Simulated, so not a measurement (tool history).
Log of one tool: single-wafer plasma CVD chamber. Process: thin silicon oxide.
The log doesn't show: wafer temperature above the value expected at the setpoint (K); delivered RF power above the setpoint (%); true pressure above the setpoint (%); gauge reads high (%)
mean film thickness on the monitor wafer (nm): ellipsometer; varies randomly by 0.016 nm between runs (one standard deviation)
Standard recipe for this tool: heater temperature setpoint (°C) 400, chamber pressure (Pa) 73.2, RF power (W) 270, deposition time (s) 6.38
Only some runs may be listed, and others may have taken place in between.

| run | hour | heater temperature setpoint (°C) | chamber pressure (Pa) | RF power (W) | deposition time (s) | wafers since the last listed run | hours since the last thermocouple change | hours since the last RF generator calibration | hours since the last manometer calibration | hours since the showerhead was replaced | hours since the gauge calibration | read-back reference wafer on the same gauge, thickness_nm | mean film thickness on the monitor wafer (nm) |
|---|---|---|---|---|---|---|---|---|---|---|---|---|---|
| 1 | 0 | 400 | 73.2 | 270 | 6.38 | 0 | 2689.2 | 1198 | 1440.6 | 4874.4 | 107 | 6.152 | 6.875 |
| 2 | 7.7 | 400 | 73.2 | 270 | 6.38 | 261 | 2696.9 | 1205.7 | 1448.3 | 4882.1 | 114.7 | 6.152 | 6.87 |
| 3 | 24.3 | 400 | 73.2 | 270 | 7.09 | 563 | 2713.5 | 1222.3 | 1464.9 | 4898.7 | 131.3 | 6.152 | 7.623 |
| 4 | 31.2 | 400 | 73.2 | 270 | 6.38 | 234 | 2720.4 | 1229.2 | 1471.8 | 4905.6 | 138.2 | 6.151 | 6.905 |
| 5 | 38.2 | 400 | 73.2 | 290 | 6.38 | 237 | 2727.4 | 1236.2 | 1478.8 | 4912.6 | 145.2 | 6.15 | 7.093 |
| 6 | 54.2 | 400 | 73.2 | 290 | 6.38 | 543 | 2743.4 | 1252.2 | 1494.8 | 4928.6 | 161.2 | 6.151 | 7.062 |
| 7 | 67.6 | 400 | 73.2 | 290 | 6.38 | 455 | 2756.8 | 1265.6 | 1508.2 | 4942 | 174.6 | 6.152 | 7.111 |
| 8 | 79.5 | 400 | 73.2 | 270 | 6.38 | 404 | 2768.7 | 1277.5 | 1520.1 | 4953.9 | 186.5 | 6.151 | 6.882 |
| 9 | 94.7 | 400 | 73.2 | 270 | 6.38 | 516 | 2783.9 | 1292.7 | 1535.3 | 4969.1 | 201.7 | 6.147 | 6.894 |
|  | 98.7 | gauge calibrated |
| 10 | 101.1 | 400 | 73.2 | 270 | 6.38 | 217 | 2790.3 | 1299.1 | 1541.7 | 4975.5 | 2.4 | 6.147 | 6.89 |
|  | 114.3 | thermocouple changed; heater temperature recalibrated |
|  | 121.5 | capacitance manometer re-zeroed and calibrated |
| 11 | 122 | 389 | 79.9 | 220 | 5.48 | 192 | 7.7 | 1320 | 0.5 | 4996.4 | 23.3 | 6.148 | 6.22 |
| 12 | 125.4 | 400 | 64.5 | 270 | 7.46 | 115 | 11.1 | 1323.4 | 3.9 | 4999.8 | 26.7 | 6.149 | 7.831 |
|  | 145 | showerhead replaced |
| 13 | 145.5 | 400 | 73.2 | 225 | 6.38 | 410 | 31.2 | 1343.5 | 24 | 0.5 | 46.8 | 6.147 | 6.747 |
|  | 162.6 | RF generator calibrated |
| 14 | 163.1 | 407 | 84 | 270 | 6.38 | 326 | 48.8 | 0.5 | 41.6 | 18.1 | 64.4 | 6.152 | 8.108 |
| 15 | 167.7 | 400 | 73.2 | 270 | 6.38 | 156 | 53.4 | 5.1 | 46.2 | 22.7 | 69 | 6.154 | 7.317 |
| 16 | 178.7 | 389 | 58.3 | 270 | 7.24 | 373 | 64.4 | 16.1 | 57.2 | 33.7 | 80 | 6.15 | 7.012 |
| 17 | 186.6 | 400 | 78.3 | 270 | 5.41 | 268 | 72.3 | 24 | 65.1 | 41.6 | 87.9 | 6.149 | 6.534 |
| 18 | 193.2 | 400 | 73.2 | 270 | 6.38 | 224 | 78.9 | 30.6 | 71.7 | 48.2 | 94.5 | 6.147 | 7.314 |
| 19 | 204.6 | 400 | 56.7 | 230 | 6.38 | 387 | 90.3 | 42 | 83.1 | 59.6 | 105.9 | 6.15 | 5.593 |
| 20 | 219.8 | 400 | 79.1 | 235 | 6.38 | 516 | 105.5 | 57.2 | 98.3 | 74.8 | 121.1 | 6.149 | 7.254 |

Expected results for the next run?
| 21 | 232.4 | 400 | 73.2 | 270 | 6.38 | 427 | 118.1 | 69.8 | 110.9 | 87.4 | 133.7 | ? | ? |

Logged for run 21: read-back reference wafer on the same gauge, thickness_nm 6.148, mean film thickness on the monitor wafer (nm) 7.256.
Minus the tool's unlogged condition, the same run would have read mean film thickness on the monitor wafer (nm) 7.372.
